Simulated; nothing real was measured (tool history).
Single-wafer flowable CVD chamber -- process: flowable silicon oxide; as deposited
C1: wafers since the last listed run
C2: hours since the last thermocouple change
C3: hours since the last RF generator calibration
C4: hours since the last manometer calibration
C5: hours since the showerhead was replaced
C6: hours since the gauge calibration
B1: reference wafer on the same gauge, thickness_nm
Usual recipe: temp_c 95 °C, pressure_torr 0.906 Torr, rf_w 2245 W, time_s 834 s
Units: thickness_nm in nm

Run 1, hour 0: usual settings but time_s 716 s; C1 0; C2 942.6; C3 1606.7; C4 2131.8; C5 5804.3; C6 354; B1 708.571. Result: thickness_nm 606.405 nm.
At hour 39.1: capacitance manometer re-zeroed and calibrated.
Run 2, hour 39.6: usual settings but time_s 716 s; C1 54; C2 982.2; C3 1646.3; C4 0.5; C5 5843.9; C6 393.6; B1 708.358. Result: thickness_nm 566.564 nm.
At hour 51.2: showerhead replaced.
Run 3, hour 62.3: usual settings but time_s 716 s; C1 25; C2 1004.9; C3 1669; C4 23.2; C5 11.1; C6 416.3; B1 707.067. Result: thickness_nm 569.411 nm.
At hour 96.8: thermocouple changed; heater temperature recalibrated.
Run 4, hour 97.3: usual settings; C1 46; C2 0.5; C3 1704; C4 58.2; C5 46.1; C6 451.3; B1 708.014. Result: thickness_nm 685.899 nm.
Run 5, hour 125.7: usual settings; C1 49; C2 28.9; C3 1732.4; C4 86.6; C5 74.5; C6 479.7; B1 707.731. Result: thickness_nm 689.303 nm.
Run 6, hour 148.6: usual settings but rf_w 2110 W; C1 39; C2 51.8; C3 1755.3; C4 109.5; C5 97.4; C6 502.6; B1 706.715. Result: thickness_nm 684.541 nm.
Run 7, hour 182.2: usual settings but rf_w 2110 W; C1 58; C2 85.4; C3 1788.9; C4 143.1; C5 131; C6 536.2; B1 708.111. Result: thickness_nm 677.589 nm.
Run 8, hour 213: usual settings but rf_w 2410 W, time_s 963 s; C1 53; C2 116.2; C3 1819.7; C4 173.9; C5 161.8; C6 567; B1 708.271. Result: thickness_nm 807.649 nm.
Run 9, hour 233.4: usual settings but rf_w 2395 W; C1 35; C2 136.6; C3 1840.1; C4 194.3; C5 182.2; C6 587.4; B1 707.613. Result: thickness_nm 699.201 nm.
At hour 240.5: gauge calibrated.
Run 10, hour 245.7: usual settings but pressure_torr 1.061 Torr, rf_w 2470 W; C1 21; C2 148.9; C3 1852.4; C4 206.6; C5 194.5; C6 5.2; B1 708.819. Result: thickness_nm 816.038 nm.
Run 11, hour 265.5: usual settings; C1 34; C2 168.7; C3 1872.2; C4 226.4; C5 214.3; C6 25; B1 707.902. Result: thickness_nm 684.524 nm.
Run 12, hour 296.8: usual settings but pressure_torr 0.685 Torr, time_s 983 s; C1 54; C2 200; C3 1903.5; C4 257.7; C5 245.6; C6 56.3; B1 708.917. Result: thickness_nm 610.116 nm.
At hour 305.1: RF generator calibrated.
Run 13, hour 314.6: usual settings but pressure_torr 1.026 Torr; C1 16; C2 217.8; C3 9.5; C4 275.5; C5 263.4; C6 74.1; B1 708.957. Result: thickness_nm 779.861 nm.
Run 14, hour 327.6: usual settings but pressure_torr 1.028 Torr; C1 22; C2 230.8; C3 22.5; C4 288.5; C5 276.4; C6 87.1; B1 708.563. Result: thickness_nm 780.581 nm.
Run 15, hour 355.1: usual settings but temp_c 83 °C, time_s 744 s; C1 47; C2 258.3; C3 50; C4 316; C5 303.9; C6 114.6; B1 708.249. Result: thickness_nm 938.326 nm.
Run 16, hour 390.7: usual settings but temp_c 83 °C, pressure_torr 0.729 Torr, rf_w 2020 W, time_s 973 s; C1 61; C2 293.9; C3 85.6; C4 351.6; C5 339.5; C6 150.2; B1 707.696. Result: thickness_nm 965.679 nm.
Run 17, hour 409.2: usual settings but temp_c 88 °C, pressure_torr 1.068 Torr, time_s 910 s; C1 31; C2 312.4; C3 104.1; C4 370.1; C5 358; C6 168.7; B1 707.898. Result: thickness_nm 1137.964 nm.
Run 18, hour 445: usual settings; C1 61; C2 348.2; C3 139.9; C4 405.9; C5 393.8; C6 204.5; B1 707.274. Result: thickness_nm 692.882 nm.
Run 19, hour 457.2: usual settings; C1 21; C2 360.4; C3 152.1; C4 418.1; C5 406; C6 216.7; B1 707.969. Result: thickness_nm 686.978 nm.
Run 20, hour 482.4: usual settings but pressure_torr 1.092 Torr, time_s 895 s; C1 43; C2 385.6; C3 177.3; C4 443.3; C5 431.2; C6 241.9; B1 707.362. Result: thickness_nm 888.174 nm.
Run 21, hour 517.1: usual settings but temp_c 101 °C, pressure_torr 0.771 Torr, rf_w 2405 W, time_s 893 s; C1 59; C2 420.3; C3 212; C4 478; C5 465.9; C6 276.6; B1 708.776. Result: thickness_nm 503.144 nm.
Run 22, hour 549.9: usual settings; C1 56; C2 453.1; C3 244.8; C4 510.8; C5 498.7; C6 309.4; B1 708.255. Result: thickness_nm 681.805 nm.
Run 23, hour 582.3: usual settings; C1 56; C2 485.5; C3 277.2; C4 543.2; C5 531.1; C6 341.8; B1 708.632. Result: thickness_nm 686.956 nm.
Run 24, hour 605.5: usual settings but temp_c 90 °C, pressure_torr 0.716 Torr, rf_w 2105 W; C1 40; C2 508.7; C3 300.4; C4 566.4; C5 554.3; C6 365; B1 708.707. Result: thickness_nm 645.806 nm.
Run 25, hour 625.2: usual settings but temp_c 87 °C, pressure_torr 1.084 Torr; C1 34; C2 528.4; C3 320.1; C4 586.1; C5 574; C6 384.7; B1 708.01. Result: thickness_nm 1088.339 nm.
Run 26, hour 653.2: usual settings but temp_c 88 °C; C1 48; C2 556.4; C3 348.1; C4 614.1; C5 602; C6 412.7; B1 707.467. Result: thickness_nm 885.03 nm.
Run 27, hour 675: usual settings but pressure_torr 1.081 Torr, rf_w 2040 W, time_s 894 s; C1 37; C2 578.2; C3 369.9; C4 635.9; C5 623.8; C6 434.5; B1 709.285. Result: thickness_nm 859.182 nm.

Subtracting, for every run, the result it would have given without the tool's unlogged condition from the measured result gives the following. The same run-to-run variation enters both numbers; the gauge's scatter may not:
Hidden state at play: wafer temperature above the value expected at the setpoint (K); delivered RF power above the setpoint (%); true pressure above the setpoint (%); gauge reads high (%).
run  thickness_nm
  1        +28.84
  2       -12.702
  3       -13.829
  4       +11.613
  5       +11.701
  6       +11.628
  7       +11.493
  8       +13.646
  9       +11.768
 10       +13.229
 11       +11.427
 12       +10.922
 13       +12.785
 14       +12.722
 15       +15.084
 16       +16.549
 17       +16.354
 18       +10.465
 19       +10.267
 20       +11.606
 21        +7.607
 22        +9.227
 23        +8.898
 24        +9.742
 25        +12.21
 26       +11.137
 27        +7.874
